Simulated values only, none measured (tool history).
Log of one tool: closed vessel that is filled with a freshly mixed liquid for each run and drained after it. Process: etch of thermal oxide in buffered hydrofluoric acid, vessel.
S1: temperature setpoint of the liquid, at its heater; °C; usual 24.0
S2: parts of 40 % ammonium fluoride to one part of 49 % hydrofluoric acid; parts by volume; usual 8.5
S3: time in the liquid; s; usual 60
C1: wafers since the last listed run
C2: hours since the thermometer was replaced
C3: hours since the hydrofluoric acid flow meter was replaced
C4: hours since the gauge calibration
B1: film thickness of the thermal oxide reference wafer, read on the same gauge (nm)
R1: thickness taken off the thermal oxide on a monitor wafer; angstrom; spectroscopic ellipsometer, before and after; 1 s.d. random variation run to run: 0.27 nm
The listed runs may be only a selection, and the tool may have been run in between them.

run 1 hour=0.0 | S1=24.0 S2=8.5 S3=60 | C1=0 C2=1445.4 C3=522.0 C4=78.2 | B1=50.03 | R1=912.2
run 2 hour=11.8 | S1=21.5 S2=8.5 S3=60 | C1=763 C2=1457.2 C3=533.8 C4=90.0 | B1=49.99 | R1=802.1
-- hour=21.6 gauge calibrated
run 3 hour=22.7 | S1=21.5 S2=8.5 S3=60 | C1=705 C2=1468.1 C3=544.7 C4=1.1 | B1=49.98 | R1=806.1
run 4 hour=39.3 | S1=21.5 S2=8.5 S3=60 | C1=1074 C2=1484.7 C3=561.3 C4=17.7 | B1=50.02 | R1=810.7
run 5 hour=57.1 | S1=23.0 S2=9.5 S3=60 | C1=1151 C2=1502.5 C3=579.1 C4=35.5 | B1=50.03 | R1=778.8
run 6 hour=67.7 | S1=23.0 S2=9.5 S3=60 | C1=685 C2=1513.1 C3=589.7 C4=46.1 | B1=50.01 | R1=778.9
run 7 hour=75.5 | S1=23.0 S2=9.5 S3=60 | C1=504 C2=1520.9 C3=597.5 C4=53.9 | B1=50.00 | R1=780.0
run 8 hour=92.2 | S1=24.0 S2=8.5 S3=60 | C1=1080 C2=1537.6 C3=614.2 C4=70.6 | B1=49.95 | R1=936.8
-- hour=96.9 thermometer replaced
run 9 hour=103.1 | S1=24.0 S2=8.5 S3=60 | C1=640 C2=6.2 C3=625.1 C4=81.5 | B1=49.98 | R1=825.8
run 10 hour=109.3 | S1=24.0 S2=8.5 S3=60 | C1=401 C2=12.4 C3=631.3 C4=87.7 | B1=49.97 | R1=827.8
-- hour=118.5 hydrofluoric acid flow meter replaced
-- hour=121.7 gauge calibrated
run 11 hour=142.4 | S1=22.5 S2=8.5 S3=60 | C1=2077 C2=45.5 C3=23.9 C4=20.7 | B1=50.01 | R1=658.9
run 12 hour=154.7 | S1=28.5 S2=10.5 S3=35 | C1=795 C2=57.8 C3=36.2 C4=33.0 | B1=49.97 | R1=447.4
run 13 hour=161.1 | S1=20.0 S2=5.5 S3=85 | C1=414 C2=64.2 C3=42.6 C4=39.4 | B1=50.01 | R1=1245.7
run 14 hour=170.2 | S1=24.0 S2=8.5 S3=60 | C1=588 C2=73.3 C3=51.7 C4=48.5 | B1=50.01 | R1=726.7
run 15 hour=177.6 | S1=25.5 S2=11.5 S3=40 | C1=478 C2=80.7 C3=59.1 C4=55.9 | B1=50.01 | R1=400.8
run 16 hour=200.1 | S1=24.0 S2=10.0 S3=60 | C1=1455 C2=103.2 C3=81.6 C4=78.4 | B1=49.99 | R1=636.6
run 17 hour=209.1 | S1=24.0 S2=8.5 S3=60 | C1=582 C2=112.2 C3=90.6 C4=87.4 | B1=50.02 | R1=730.7
run 18 hour=222.4 | S1=27.5 S2=8.5 S3=60 | C1=860 C2=125.5 C3=103.9 C4=100.7 | B1=50.06 | R1=884.3

Each row is a separate what-if for the run after 18, all from the same tool condition, not one after another. Results?
run A hour=223.1 | S1=24.0 S2=5.5 S3=60 | C1=45 C2=126.2 C3=104.6 C4=101.4 | B1=? | R1=?
run B hour=223.1 | S1=24.0 S2=9.5 S3=45 | C1=45 C2=126.2 C3=104.6 C4=101.4 | B1=? | R1=?
run C hour=223.1 | S1=25.5 S2=6.0 S3=90 | C1=45 C2=126.2 C3=104.6 C4=101.4 | B1=? | R1=?
run D hour=223.1 | S1=22.5 S2=11.5 S3=60 | C1=45 C2=126.2 C3=104.6 C4=101.4 | B1=? | R1=?

run=A B1=50.01 R1=1105.1
run=B B1=50.01 R1=493.9
run=C B1=50.01 R1=1670.2
run=D B1=50.01 R1=516.3
Without the tool's hidden state the same runs would have given:
run=A R1=1072.1
run=B R1=481.3
run=C R1=1620.2
run=D R1=499.4
